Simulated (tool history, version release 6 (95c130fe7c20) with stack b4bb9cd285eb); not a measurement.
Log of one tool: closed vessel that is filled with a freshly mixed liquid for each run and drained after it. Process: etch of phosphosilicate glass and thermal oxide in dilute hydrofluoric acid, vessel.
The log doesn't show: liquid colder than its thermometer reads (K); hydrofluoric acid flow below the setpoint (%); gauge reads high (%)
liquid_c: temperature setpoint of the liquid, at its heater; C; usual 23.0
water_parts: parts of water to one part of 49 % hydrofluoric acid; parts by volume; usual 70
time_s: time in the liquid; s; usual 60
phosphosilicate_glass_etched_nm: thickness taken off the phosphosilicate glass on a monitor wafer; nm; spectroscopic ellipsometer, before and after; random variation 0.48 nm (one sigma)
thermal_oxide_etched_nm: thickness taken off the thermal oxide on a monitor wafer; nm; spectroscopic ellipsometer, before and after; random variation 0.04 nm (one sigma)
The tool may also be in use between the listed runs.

run	day	liquid_c	water_parts	time_s	wafers since the last listed run	hours since the thermometer was replaced	hours since the hydrofluoric acid flow meter was replaced	hours since the gauge calibration	read-back film thickness of the phosphosilicate glass reference wafer, read on the same gauge (nm)	read-back film thickness of the thermal oxide reference wafer, read on the same gauge (nm)	phosphosilicate_glass_etched_nm	thermal_oxide_etched_nm
1	0.000	23.0	70	60	0	1026.5	1832.6	69.1	110.00	130.017	124.41	3.570
2	2.162	23.0	70	60	3973	1078.4	1884.5	121.0	109.98	130.001	123.72	3.586
3	5.154	23.0	70	60	5496	1150.2	1956.3	192.8	110.02	129.968	123.14	3.565
4	7.512	23.0	70	35	4333	1206.8	2012.9	249.4	109.96	129.997	71.27	2.064
5	10.317	23.0	70	35	5152	1274.1	2080.2	316.7	110.02	129.998	71.76	2.092
6	12.583	23.0	70	35	4164	1328.5	2134.6	371.1	110.02	130.036	71.44	2.083
7	15.408	19.5	70	60	5190	1396.3	2202.4	438.9	110.04	129.962	104.81	3.025
8	17.538	19.5	70	60	3912	1447.4	2253.5	490.0	109.93	130.022	104.39	3.071
9	20.075	23.0	70	60	4662	1508.3	2314.4	550.9	110.03	130.003	120.86	3.535
10	24.858	23.0	70	60	8788	1623.1	2429.2	665.7	110.00	130.017	120.35	3.493
11	27.004	23.0	70	60	3942	1674.6	2480.7	717.2	110.05	130.014	119.83	3.446
# day 28.292: hydrofluoric acid flow meter replaced
12	29.246	23.0	95	60	4042	1728.4	22.9	771.0	110.03	130.014	91.33	2.692
13	31.871	20.0	70	60	4823	1791.4	85.9	834.0	109.99	130.000	111.61	3.278
# day 33.300: thermometer replaced
14	34.617	23.0	100	60	4968	31.6	151.8	899.9	109.97	129.998	91.13	2.665
15	37.233	25.5	60	60	4807	94.4	214.6	962.7	110.04	130.004	177.30	5.103
16	38.700	21.0	105	50	2694	129.6	249.8	997.9	110.00	129.986	65.79	1.909
# day 39.221: gauge calibrated
17	41.483	27.5	60	90	5114	196.4	316.6	54.3	110.01	130.020	285.31	8.277
18	43.538	23.0	70	70	3774	245.7	365.9	103.6	110.01	130.030	154.96	4.506
19	44.667	23.0	70	60	2074	272.8	393.0	130.7	110.02	130.007	131.99	3.804
20	46.596	23.0	70	60	3544	319.1	439.3	177.0	109.99	129.993	133.01	3.880
21	49.088	20.5	50	60	4578	378.9	499.1	236.8	110.05	129.994	171.27	4.908
22	51.675	23.0	70	80	4754	441.0	561.2	298.9	110.01	129.997	175.53	5.097
23	53.179	27.5	70	35	2763	477.1	597.3	335.0	109.99	130.003	92.55	2.679
24	54.646	23.0	70	35	2694	512.3	632.5	370.2	110.01	130.002	76.70	2.230

The next listed run, before its measurement:
25	56.900	25.5	55	80	4141	566.4	686.6	424.3	?	?	?	?

read-back film thickness of the phosphosilicate glass reference wafer, read on the same gauge (nm): 109.99
read-back film thickness of the thermal oxide reference wafer, read on the same gauge (nm): 130.001
phosphosilicate_glass_etched_nm: 250.64 nm
thermal_oxide_etched_nm: 7.420 nm
Without the tool's hidden state the same run would have given phosphosilicate_glass_etched_nm 260.60 nm, thermal_oxide_etched_nm 7.715 nm.
